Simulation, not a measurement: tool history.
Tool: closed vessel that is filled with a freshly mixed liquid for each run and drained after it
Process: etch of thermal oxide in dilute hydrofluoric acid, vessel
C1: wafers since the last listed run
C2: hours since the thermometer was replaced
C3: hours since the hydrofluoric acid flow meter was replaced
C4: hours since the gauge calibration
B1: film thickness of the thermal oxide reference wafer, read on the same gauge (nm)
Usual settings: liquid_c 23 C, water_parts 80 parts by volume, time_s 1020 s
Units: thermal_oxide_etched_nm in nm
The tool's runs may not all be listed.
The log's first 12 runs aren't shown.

{"run": 13, "hour": 539.6, "liquid_c": 23, "water_parts": 80, "time_s": 1020, "C1": 1008, "C2": 495, "C3": 741.5, "C4": 171.5, "B1": 140.01, "thermal_oxide_etched_nm": 46.66}
{"run": 14, "hour": 565.2, "liquid_c": 23, "water_parts": 80, "time_s": 1020, "C1": 893, "C2": 520.6, "C3": 767.1, "C4": 197.1, "B1": 140.01, "thermal_oxide_etched_nm": 46.84}
{"run": 15, "hour": 633.5, "liquid_c": 25, "water_parts": 105, "time_s": 710, "C1": 2382, "C2": 588.9, "C3": 835.4, "C4": 265.4, "B1": 140, "thermal_oxide_etched_nm": 25.83}
{"run": 16, "hour": 674.7, "liquid_c": 23, "water_parts": 80, "time_s": 1020, "C1": 1437, "C2": 630.1, "C3": 876.6, "C4": 306.6, "B1": 140, "thermal_oxide_etched_nm": 46.81}
{"run": 17, "hour": 701.9, "liquid_c": 23, "water_parts": 95, "time_s": 1345, "C1": 948, "C2": 657.3, "C3": 903.8, "C4": 333.8, "B1": 140.03, "thermal_oxide_etched_nm": 50.44}
{"run": 18, "hour": 761.8, "liquid_c": 23, "water_parts": 80, "time_s": 1020, "C1": 2089, "C2": 717.2, "C3": 963.7, "C4": 393.7, "B1": 140, "thermal_oxide_etched_nm": 46.35}
{"run": 19, "hour": 791.1, "liquid_c": 23, "water_parts": 55, "time_s": 1435, "C1": 1022, "C2": 746.5, "C3": 993, "C4": 423, "B1": 139.99, "thermal_oxide_etched_nm": 97.56}
{"hour": 823.9, "done": "hydrofluoric acid flow meter replaced"}
{"run": 20, "hour": 863.1, "liquid_c": 20.5, "water_parts": 80, "time_s": 1020, "C1": 2477, "C2": 818.5, "C3": 39.2, "C4": 495, "B1": 140.02, "thermal_oxide_etched_nm": 41.75}
{"run": 21, "hour": 890.7, "liquid_c": 23, "water_parts": 80, "time_s": 1020, "C1": 962, "C2": 846.1, "C3": 66.8, "C4": 522.6, "B1": 139.97, "thermal_oxide_etched_nm": 46.36}
{"run": 22, "hour": 1088.0, "liquid_c": 23, "water_parts": 80, "time_s": 1020, "C1": 6883, "C2": 1043.4, "C3": 264.1, "C4": 719.9, "B1": 139.98, "thermal_oxide_etched_nm": 44.93}
{"run": 23, "hour": 1113.0, "liquid_c": 27.5, "water_parts": 45, "time_s": 1625, "C1": 872, "C2": 1068.4, "C3": 289.1, "C4": 744.9, "B1": 140.04, "thermal_oxide_etched_nm": 160.68}
{"run": 24, "hour": 1146.0, "liquid_c": 23, "water_parts": 95, "time_s": 1020, "C1": 1151, "C2": 1101.4, "C3": 322.1, "C4": 777.9, "B1": 140.01, "thermal_oxide_etched_nm": 36.7}
{"run": 25, "hour": 1196.2, "liquid_c": 23, "water_parts": 50, "time_s": 1020, "C1": 1751, "C2": 1151.6, "C3": 372.3, "C4": 828.1, "B1": 140.04, "thermal_oxide_etched_nm": 73.69}
{"hour": 1203.9, "done": "thermometer replaced"}
{"run": 26, "hour": 1250.8, "liquid_c": 18, "water_parts": 115, "time_s": 1020, "C1": 1869, "C2": 46.9, "C3": 426.9, "C4": 882.7, "B1": 140.01, "thermal_oxide_etched_nm": 26.49}
{"run": 27, "hour": 1276.5, "liquid_c": 23, "water_parts": 80, "time_s": 1020, "C1": 896, "C2": 72.6, "C3": 452.6, "C4": 908.4, "B1": 140, "thermal_oxide_etched_nm": 49.01}
{"run": 28, "hour": 1370.8, "liquid_c": 23, "water_parts": 80, "time_s": 1020, "C1": 3289, "C2": 166.9, "C3": 546.9, "C4": 1002.7, "B1": 139.95, "thermal_oxide_etched_nm": 47.68}
{"run": 29, "hour": 1513.9, "liquid_c": 27.5, "water_parts": 70, "time_s": 1210, "C1": 4992, "C2": 310, "C3": 690, "C4": 1145.8, "B1": 139.99, "thermal_oxide_etched_nm": 78.22}
{"run": 30, "hour": 1543.0, "liquid_c": 25.5, "water_parts": 80, "time_s": 1500, "C1": 1015, "C2": 339.1, "C3": 719.1, "C4": 1174.9, "B1": 139.98, "thermal_oxide_etched_nm": 75.89}
{"run": 31, "hour": 1585.4, "liquid_c": 23, "water_parts": 80, "time_s": 1020, "C1": 1479, "C2": 381.5, "C3": 761.5, "C4": 1217.3, "B1": 139.96, "thermal_oxide_etched_nm": 46.9}
{"run": 32, "hour": 1632.6, "liquid_c": 27, "water_parts": 110, "time_s": 1565, "C1": 1646, "C2": 428.7, "C3": 808.7, "C4": 1264.5, "B1": 139.99, "thermal_oxide_etched_nm": 59.57}

5 ways to go on from here, each from the tool as it stands after run 32. What would each give?
{"run": "A", "hour": 1633.5, "liquid_c": 25, "water_parts": 80, "time_s": 1020, "C1": 31, "C2": 429.6, "C3": 809.6, "C4": 1265.4, "B1": "?", "thermal_oxide_etched_nm": "?"}
{"run": "B", "hour": 1633.5, "liquid_c": 21, "water_parts": 80, "time_s": 1020, "C1": 31, "C2": 429.6, "C3": 809.6, "C4": 1265.4, "B1": "?", "thermal_oxide_etched_nm": "?"}
{"run": "C", "hour": 1633.5, "liquid_c": 23, "water_parts": 70, "time_s": 1020, "C1": 31, "C2": 429.6, "C3": 809.6, "C4": 1265.4, "B1": "?", "thermal_oxide_etched_nm": "?"}
{"run": "D", "hour": 1633.5, "liquid_c": 21.5, "water_parts": 115, "time_s": 575, "C1": 31, "C2": 429.6, "C3": 809.6, "C4": 1265.4, "B1": "?", "thermal_oxide_etched_nm": "?"}
{"run": "E", "hour": 1633.5, "liquid_c": 20.5, "water_parts": 50, "time_s": 640, "C1": 31, "C2": 429.6, "C3": 809.6, "C4": 1265.4, "B1": "?", "thermal_oxide_etched_nm": "?"}

run=A B1=139.99 thermal_oxide_etched_nm=51.13
run=B B1=139.99 thermal_oxide_etched_nm=43.41
run=C B1=139.99 thermal_oxide_etched_nm=54.55
run=D B1=139.99 thermal_oxide_etched_nm=16.7
run=E B1=139.99 thermal_oxide_etched_nm=44.22
Without the tool's hidden state the same runs would have given:
run=A thermal_oxide_etched_nm=54.77
run=B thermal_oxide_etched_nm=46.57
run=C thermal_oxide_etched_nm=58.48
run=D thermal_oxide_etched_nm=17.9
run=E thermal_oxide_etched_nm=47.46
